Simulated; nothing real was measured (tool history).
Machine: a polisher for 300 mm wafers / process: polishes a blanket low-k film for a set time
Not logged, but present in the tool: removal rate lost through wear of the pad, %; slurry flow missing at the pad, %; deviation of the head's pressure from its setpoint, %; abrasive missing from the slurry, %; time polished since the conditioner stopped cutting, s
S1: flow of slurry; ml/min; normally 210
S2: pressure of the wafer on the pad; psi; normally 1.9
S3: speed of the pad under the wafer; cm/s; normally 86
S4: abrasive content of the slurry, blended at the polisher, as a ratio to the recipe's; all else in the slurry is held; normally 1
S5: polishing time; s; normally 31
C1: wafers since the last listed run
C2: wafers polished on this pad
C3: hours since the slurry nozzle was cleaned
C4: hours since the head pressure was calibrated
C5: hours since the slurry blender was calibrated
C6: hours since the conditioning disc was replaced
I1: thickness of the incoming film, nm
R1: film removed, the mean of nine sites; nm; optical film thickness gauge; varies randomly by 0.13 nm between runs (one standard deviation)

run 1 hour=0 | S1=270 S2=1.9 S3=86 S4=1 S5=31 | C1=0 C2=4428 C3=490 C4=496.8 C5=222.2 C6=146.1 | I1=764.3 | R1=8.7
-- hour=20.8 worn pad replaced by a new one
run 2 hour=67 | S1=270 S2=1.9 S3=86 S4=1 S5=31 | C1=867 C2=635 C3=557 C4=563.8 C5=289.2 C6=213.1 | I1=776.5 | R1=9
-- hour=96.5 slurry blender recalibrated
run 3 hour=127.7 | S1=210 S2=1.9 S3=86 S4=1 S5=31 | C1=808 C2=1443 C3=617.7 C4=624.5 C5=31.2 C6=273.8 | I1=767.3 | R1=8.6
run 4 hour=193.4 | S1=210 S2=1.9 S3=86 S4=1 S5=31 | C1=904 C2=2348 C3=683.4 C4=690.2 C5=96.9 C6=339.5 | I1=763.6 | R1=8.6
run 5 hour=234.9 | S1=210 S2=1.9 S3=86 S4=1 S5=31 | C1=571 C2=2919 C3=724.9 C4=731.7 C5=138.4 C6=381 | I1=779.8 | R1=8.5
-- hour=244.9 conditioning disc replaced and pad reconditioned
-- hour=257 slurry nozzle cleaned
run 6 hour=284.9 | S1=210 S2=1.9 S3=86 S4=1 S5=31 | C1=647 C2=3566 C3=27.9 C4=781.7 C5=188.4 C6=40 | I1=773.9 | R1=8.4
run 7 hour=349.2 | S1=210 S2=1.9 S3=86 S4=1 S5=31 | C1=885 C2=4452 C3=92.2 C4=846 C5=252.7 C6=104.3 | I1=773 | R1=8.4
run 8 hour=374.6 | S1=270 S2=1.9 S3=86 S4=1 S5=31 | C1=349 C2=4801 C3=117.6 C4=871.4 C5=278.1 C6=129.7 | I1=776.4 | R1=8.7
-- hour=397 worn pad replaced by a new one
run 9 hour=428 | S1=210 S2=2.3 S3=60 S4=0.8 S5=28 | C1=680 C2=426 C3=171 C4=924.8 C5=331.5 C6=183.1 | I1=768.7 | R1=6.3
-- hour=485.9 slurry blender recalibrated
run 10 hour=492.5 | S1=210 S2=2.2 S3=114 S4=1.2 S5=34 | C1=860 C2=1286 C3=235.5 C4=989.3 C5=6.6 C6=247.6 | I1=775.2 | R1=14.7
run 11 hour=524.9 | S1=210 S2=1.9 S3=86 S4=1.1 S5=31 | C1=446 C2=1732 C3=267.9 C4=1021.7 C5=39 C6=280 | I1=767.8 | R1=9.2
run 12 hour=557.3 | S1=250 S2=1.9 S3=86 S4=1 S5=31 | C1=446 C2=2178 C3=300.3 C4=1054.1 C5=71.4 C6=312.4 | I1=779.9 | R1=8.7
run 13 hour=620.2 | S1=180 S2=1.9 S3=86 S4=1 S5=31 | C1=865 C2=3044 C3=363.2 C4=1117 C5=134.3 C6=375.3 | I1=777.8 | R1=8.3
-- hour=628.4 conditioning disc replaced and pad reconditioned
run 14 hour=664.2 | S1=255 S2=2.3 S3=86 S4=0.75 S5=31 | C1=578 C2=3623 C3=407.2 C4=1161 C5=178.3 C6=35.8 | I1=765.9 | R1=8.2
run 15 hour=692.1 | S1=210 S2=1.9 S3=86 S4=1 S5=31 | C1=384 C2=4007 C3=435.1 C4=1188.9 C5=206.2 C6=63.7 | I1=773.7 | R1=8.3
run 16 hour=729.5 | S1=270 S2=1.9 S3=86 S4=1 S5=31 | C1=514 C2=4522 C3=472.5 C4=1226.3 C5=243.6 C6=101.1 | I1=757.8 | R1=8.6
-- hour=749.7 worn pad replaced by a new one
run 17 hour=776 | S1=210 S2=1.9 S3=102 S4=1.2 S5=31 | C1=585 C2=362 C3=519 C4=1272.8 C5=290.1 C6=147.6 | I1=771.8 | R1=11.2
-- hour=801 head pressure recalibrated
-- hour=803.2 slurry blender recalibrated
run 18 hour=820 | S1=155 S2=1.9 S3=86 S4=1.25 S5=21 | C1=550 C2=913 C3=563 C4=19 C5=16.8 C6=191.6 | I1=776.1 | R1=6.5
run 19 hour=886 | S1=270 S2=1.9 S3=86 S4=1 S5=31 | C1=908 C2=1821 C3=629 C4=85 C5=82.8 C6=257.6 | I1=779.2 | R1=9
run 20 hour=924 | S1=210 S2=1.9 S3=86 S4=1 S5=31 | C1=523 C2=2345 C3=667 C4=123 C5=120.8 C6=295.6 | I1=764 | R1=8.6
run 21 hour=954 | S1=170 S2=1.9 S3=72 S4=0.7 S5=34 | C1=413 C2=2758 C3=697 C4=153 C5=150.8 C6=325.6 | I1=769.5 | R1=6.1
-- hour=999.8 slurry nozzle cleaned
-- hour=1017.1 conditioning disc replaced and pad reconditioned
run 22 hour=1024.4 | S1=210 S2=1.9 S3=86 S4=1 S5=31 | C1=927 C2=3685 C3=24.6 C4=223.4 C5=221.2 C6=7.3 | I1=785.4 | R1=8.4
run 23 hour=1064.4 | S1=210 S2=1.9 S3=58 S4=1.3 S5=31 | C1=550 C2=4236 C3=64.6 C4=263.4 C5=261.2 C6=47.3 | I1=776.2 | R1=7.6
-- hour=1095.2 worn pad replaced by a new one
-- hour=1119.8 slurry blender recalibrated
run 24 hour=1129 | S1=170 S2=1.9 S3=86 S4=1 S5=31 | C1=806 C2=437 C3=129.2 C4=328 C5=9.2 C6=111.9 | I1=762.4 | R1=8.5
run 25 hour=1154.8 | S1=210 S2=1.9 S3=72 S4=1 S5=36 | C1=355 C2=792 C3=155 C4=353.8 C5=35 C6=137.7 | I1=760.8 | R1=9
run 26 hour=1208.2 | S1=165 S2=1.9 S3=70 S4=1 S5=38 | C1=735 C2=1527 C3=208.4 C4=407.2 C5=88.4 C6=191.1 | I1=782.2 | R1=8.8

What would each run have given without the hidden state, its run-to-run variation left as it was?
run=1 R1=9.4
run=2 R1=9.3
run=3 R1=9.1
run=4 R1=9.3
run=5 R1=9.2
run=6 R1=9.1
run=7 R1=9.2
run=8 R1=9.5
run=9 R1=6.5
run=10 R1=15.4
run=11 R1=9.7
run=12 R1=9.3
run=13 R1=8.9
run=14 R1=8.9
run=15 R1=9
run=16 R1=9.3
run=17 R1=11.4
run=18 R1=6.7
run=19 R1=9.5
run=20 R1=9.1
run=21 R1=6.5
run=22 R1=9.1
run=23 R1=8.2
run=24 R1=8.8
run=25 R1=9.4
run=26 R1=9.4
